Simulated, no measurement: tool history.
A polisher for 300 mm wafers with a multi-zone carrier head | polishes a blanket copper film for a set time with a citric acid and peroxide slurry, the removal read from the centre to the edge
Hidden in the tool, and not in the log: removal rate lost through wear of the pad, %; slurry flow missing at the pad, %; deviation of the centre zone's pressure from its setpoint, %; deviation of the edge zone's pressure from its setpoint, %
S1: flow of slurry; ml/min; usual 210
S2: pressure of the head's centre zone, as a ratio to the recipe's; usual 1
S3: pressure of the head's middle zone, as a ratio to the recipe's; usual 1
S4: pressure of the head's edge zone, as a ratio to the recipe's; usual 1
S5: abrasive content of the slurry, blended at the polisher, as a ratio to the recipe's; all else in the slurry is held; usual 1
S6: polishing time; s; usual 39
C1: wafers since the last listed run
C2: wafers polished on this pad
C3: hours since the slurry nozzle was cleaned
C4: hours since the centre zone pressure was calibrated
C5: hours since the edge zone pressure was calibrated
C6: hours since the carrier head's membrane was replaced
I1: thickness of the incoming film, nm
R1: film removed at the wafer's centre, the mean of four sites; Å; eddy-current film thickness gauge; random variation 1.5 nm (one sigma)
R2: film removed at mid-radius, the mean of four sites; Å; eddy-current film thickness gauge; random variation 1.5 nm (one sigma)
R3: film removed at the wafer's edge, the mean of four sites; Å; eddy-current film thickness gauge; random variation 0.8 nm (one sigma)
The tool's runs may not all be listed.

run,hour,S1,S2,S3,S4,S5,S6,C1,C2,C3,C4,C5,C6,I1,R1,R2,R3
1,0,210,1,1,1.04,1,39,0,10069,777.2,1181,561.1,653.1,1205.5,1242,1242,1241
# hour 79: slurry nozzle cleaned
# hour 85.7: centre zone pressure recalibrated
2,86.2,265,1.03,1,1.07,1,39,1593,11663,7.2,0.5,647.3,739.3,1205,1291,1265,1267
# hour 106.5: edge zone pressure recalibrated
# hour 170.1: worn pad replaced by a new one
3,178.5,210,1.11,1,1,1.15,31,1653,160,99.5,92.8,72,831.6,1230.9,1183,1059,1058
4,227.3,210,1,1,1,1,39,934,1095,148.3,141.6,120.8,880.4,1211.2,1324,1304,1280
5,284.1,150,1,1.07,1,1,26,1088,2183,205.1,198.4,177.6,937.2,1229.5,847,891,834
6,360.3,235,0.89,1,0.96,0.8,39,1459,3643,281.3,274.6,253.8,1013.4,1236.9,1122,1272,1232
7,425.5,210,1.07,1,1,1,39,1248,4892,346.5,339.8,319,1078.6,1201.4,1377,1312,1259
8,470.2,170,1,1,1,1,39,856,5748,391.2,384.5,363.7,1123.3,1238.1,1255,1268,1254
9,523.3,210,1,1,0.94,1,39,1017,6765,444.3,437.6,416.8,1176.4,1222.2,1277,1272,1233
10,617.1,210,1,1,1,1,39,1796,8562,538.1,531.4,510.6,1270.2,1200.2,1259,1275,1243
# hour 642.4: carrier head's membrane replaced by a new one
11,666.3,235,0.95,1.03,1,1,39,846,9409,587.3,580.6,559.8,23.9,1245.3,1211,1286,1257
12,706.3,210,0.92,1,1,1,53,766,10175,627.3,620.6,599.8,63.9,1222.1,1554,1705,1680
13,786.2,210,1,1,1,1,39,1530,11706,707.2,700.5,679.7,143.8,1243.3,1278,1228,1233
14,894,210,1,1,1,0.9,53,2065,13771,815,808.3,787.5,251.6,1218.8,1624,1621,1621
# hour 909.7: worn pad replaced by a new one
# hour 927: slurry nozzle cleaned
15,946,210,1.1,1,0.95,1.25,51,900,676,19,860.3,839.5,303.6,1237.6,1983,1801,1768
# hour 950.6: edge zone pressure recalibrated
16,1006.9,210,1,1,1,1,39,1128,1804,79.9,921.2,56.3,364.5,1212.7,1335,1288,1292
17,1079.7,150,1,1,1.03,1,39,1394,3199,152.7,994,129.1,437.3,1223.2,1281,1274,1278
# hour 1207: centre zone pressure recalibrated
18,1328.5,210,1,0.96,1,1.25,39,4727,7927,401.5,121.5,377.9,686.1,1207.2,1346,1303,1324
19,1400.5,145,1.06,1.11,1,1,39,1379,9306,473.5,193.5,449.9,758.1,1225.3,1297,1310,1229
20,1653.8,210,1,1,1,1,39,4852,14158,726.8,446.8,703.2,1011.4,1205.4,1234,1240,1224
# hour 1705.1: worn pad replaced by a new one
21,1718.8,280,0.92,1,1,1,39,1168,261,791.8,511.8,768.2,1076.4,1208.1,1269,1344,1314

Some steps in R1 between neighbouring runs. How much of each would the tool show without its hidden state too (settings, what came in, random variation), and how much is left for the hidden state, with any gauge scatter that isn't in both results?
Run 2 -> 3: S1 265 -> 210, S2 1.03 -> 1.11, S4 1.07 -> 1, S5 1 -> 1.15, S6 39 -> 31, edge zone pressure recalibrated, worn pad replaced by a new one. R1 -108 Å: hidden state +79, all else -187.
Run 4 -> 5: S1 210 -> 150, S3 1 -> 1.07, S6 39 -> 26. R1 -477 Å: hidden state +2, all else -479.
Run 14 -> 15: S2 1 -> 1.1, S4 1 -> 0.95, S5 0.9 -> 1.25, S6 53 -> 51, worn pad replaced by a new one, slurry nozzle cleaned. R1 +359 Å: hidden state +120, all else +239.
Run 15 -> 16: S2 1.1 -> 1, S4 0.95 -> 1, S5 1.25 -> 1, S6 51 -> 39, edge zone pressure recalibrated. R1 -648 Å: hidden state -5, all else -643.
